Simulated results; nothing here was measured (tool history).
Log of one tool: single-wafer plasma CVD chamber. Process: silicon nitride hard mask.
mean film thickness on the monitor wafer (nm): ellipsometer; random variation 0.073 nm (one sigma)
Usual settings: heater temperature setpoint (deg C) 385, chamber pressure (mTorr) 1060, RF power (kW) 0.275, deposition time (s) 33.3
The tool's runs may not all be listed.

| run | hour | heater temperature setpoint (deg C) | chamber pressure (mTorr) | RF power (kW) | deposition time (s) | wafers since the last listed run | hours since the last thermocouple change | hours since the last RF generator calibration | hours since the last manometer calibration | hours since the showerhead was replaced | hours since the gauge calibration | read-back reference wafer on the same gauge, thickness_nm | mean film thickness on the monitor wafer (nm) |
|---|---|---|---|---|---|---|---|---|---|---|---|---|---|
| 1 | 0 | 385 | 1060 | 0.275 | 33.3 | 0 | 1172.9 | 1193.4 | 1688.7 | 5614.7 | 240.3 | 35.272 | 29.392 |
| 2 | 68 | 385 | 1060 | 0.275 | 33.3 | 1936 | 1240.9 | 1261.4 | 1756.7 | 5682.7 | 308.3 | 35.307 | 29.266 |
| 3 | 124.1 | 385 | 1060 | 0.3 | 33.3 | 1597 | 1297 | 1317.5 | 1812.8 | 5738.8 | 364.4 | 35.316 | 30.37 |
| 4 | 169.1 | 385 | 1250 | 0.29 | 33.3 | 1281 | 1342 | 1362.5 | 1857.8 | 5783.8 | 409.4 | 35.308 | 31.163 |
| 5 | 210.8 | 385 | 1270 | 0.275 | 29.8 | 1187 | 1383.7 | 1404.2 | 1899.5 | 5825.5 | 451.1 | 35.289 | 27.299 |
| 6 | 270.7 | 389 | 930 | 0.275 | 33.3 | 1705 | 1443.6 | 1464.1 | 1959.4 | 5885.4 | 511 | 35.31 | 28.547 |
| 7 | 324.3 | 385 | 1060 | 0.275 | 33.3 | 1526 | 1497.2 | 1517.7 | 2013 | 5939 | 564.6 | 35.278 | 29.326 |
| 8 | 351.7 | 385 | 1180 | 0.235 | 33.3 | 780 | 1524.6 | 1545.1 | 2040.4 | 5966.4 | 592 | 35.319 | 28.131 |
| 9 | 420.3 | 385 | 1060 | 0.24 | 33.3 | 1953 | 1593.2 | 1613.7 | 2109 | 6035 | 660.6 | 35.299 | 27.821 |
|  | 435.6 | showerhead replaced, of another model than before |
| 10 | 477 | 371 | 1310 | 0.26 | 39.7 | 1386 | 1649.9 | 1670.4 | 2165.7 | 41.4 | 717.3 | 35.304 | 34.856 |
| 11 | 511.9 | 385 | 1060 | 0.275 | 33.3 | 993 | 1684.8 | 1705.3 | 2200.6 | 76.3 | 752.2 | 35.305 | 29.306 |
| 12 | 558.9 | 370 | 980 | 0.33 | 30.9 | 1338 | 1731.8 | 1752.3 | 2247.6 | 123.3 | 799.2 | 35.29 | 30.866 |
|  | 583.6 | capacitance manometer re-zeroed and calibrated |
| 13 | 628.9 | 385 | 1060 | 0.275 | 33.3 | 1765 | 1801.8 | 1822.3 | 45.3 | 193.3 | 869.2 | 35.295 | 29.717 |
| 14 | 698.4 | 385 | 1060 | 0.275 | 36.9 | 1979 | 1871.3 | 1891.8 | 114.8 | 262.8 | 938.7 | 35.294 | 32.858 |
| 15 | 740.9 | 385 | 1060 | 0.275 | 33.3 | 1210 | 1913.8 | 1934.3 | 157.3 | 305.3 | 981.2 | 35.333 | 29.736 |
|  | 766.4 | thermocouple changed; heater temperature recalibrated |
|  | 780.8 | RF generator calibrated |
| 16 | 806.3 | 375 | 1210 | 0.225 | 26.9 | 1406 | 39.9 | 25.5 | 222.7 | 370.7 | 1046.6 | 35.302 | 21.112 |
| 17 | 830.8 | 385 | 1060 | 0.275 | 33.3 | 697 | 64.4 | 50 | 247.2 | 395.2 | 1071.1 | 35.294 | 29.696 |
| 18 | 891.2 | 385 | 1060 | 0.275 | 33.3 | 1720 | 124.8 | 110.4 | 307.6 | 455.6 | 1131.5 | 35.313 | 29.558 |
| 19 | 937 | 385 | 1060 | 0.275 | 27.7 | 1304 | 170.6 | 156.2 | 353.4 | 501.4 | 1177.3 | 35.294 | 24.706 |
| 20 | 964.3 | 400 | 1200 | 0.275 | 33.3 | 777 | 197.9 | 183.5 | 380.7 | 528.7 | 1204.6 | 35.283 | 29.98 |
| 21 | 1022.8 | 385 | 920 | 0.275 | 29.5 | 1665 | 256.4 | 242 | 439.2 | 587.2 | 1263.1 | 35.302 | 25.74 |
| 22 | 1070.4 | 385 | 1200 | 0.275 | 33.3 | 1355 | 304 | 289.6 | 486.8 | 634.8 | 1310.7 | 35.314 | 30.29 |
| 23 | 1113.3 | 385 | 1260 | 0.275 | 36.8 | 1221 | 346.9 | 332.5 | 529.7 | 677.7 | 1353.6 | 35.315 | 33.658 |
| 24 | 1157.9 | 398 | 820 | 0.275 | 27.1 | 1270 | 391.5 | 377.1 | 574.3 | 722.3 | 1398.2 | 35.284 | 23.103 |
| 25 | 1206.2 | 385 | 1200 | 0.245 | 33.3 | 1375 | 439.8 | 425.4 | 622.6 | 770.6 | 1446.5 | 35.291 | 27.655 |
| 26 | 1249.8 | 395 | 1060 | 0.31 | 33.3 | 1241 | 483.4 | 469 | 666.2 | 814.2 | 1490.1 | 35.283 | 32.166 |
| 27 | 1273.9 | 393 | 1060 | 0.275 | 33.3 | 686 | 507.5 | 493.1 | 690.3 | 838.3 | 1514.2 | 35.297 | 29.468 |

5 ways to go on from here, each from the tool as it stands after run 27. What would each give?
| A | 1274.3 | 385 | 800 | 0.275 | 33.3 | 11 | 507.9 | 493.5 | 690.7 | 838.7 | 1514.6 | ? | ? |
| B | 1274.3 | 385 | 980 | 0.225 | 33.3 | 11 | 507.9 | 493.5 | 690.7 | 838.7 | 1514.6 | ? | ? |
| C | 1274.3 | 378 | 1230 | 0.31 | 36.4 | 11 | 507.9 | 493.5 | 690.7 | 838.7 | 1514.6 | ? | ? |
| D | 1274.3 | 390 | 940 | 0.255 | 38.8 | 11 | 507.9 | 493.5 | 690.7 | 838.7 | 1514.6 | ? | ? |
| E | 1274.3 | 385 | 1060 | 0.23 | 33.3 | 11 | 507.9 | 493.5 | 690.7 | 838.7 | 1514.6 | ? | ? |

| run | read-back reference wafer on the same gauge, thickness_nm | mean film thickness on the monitor wafer (nm) |
|---|---|---|
| A | 35.307 | 28.428 |
| B | 35.307 | 25.095 |
| C | 35.307 | 35.897 |
| D | 35.307 | 31.876 |
| E | 35.307 | 25.804 |
Without the tool's hidden state the same runs would have given:
| run | mean film thickness on the monitor wafer (nm) |
|---|---|
| A | 28.48 |
| B | 25.141 |
| C | 35.964 |
| D | 31.935 |
| E | 25.852 |

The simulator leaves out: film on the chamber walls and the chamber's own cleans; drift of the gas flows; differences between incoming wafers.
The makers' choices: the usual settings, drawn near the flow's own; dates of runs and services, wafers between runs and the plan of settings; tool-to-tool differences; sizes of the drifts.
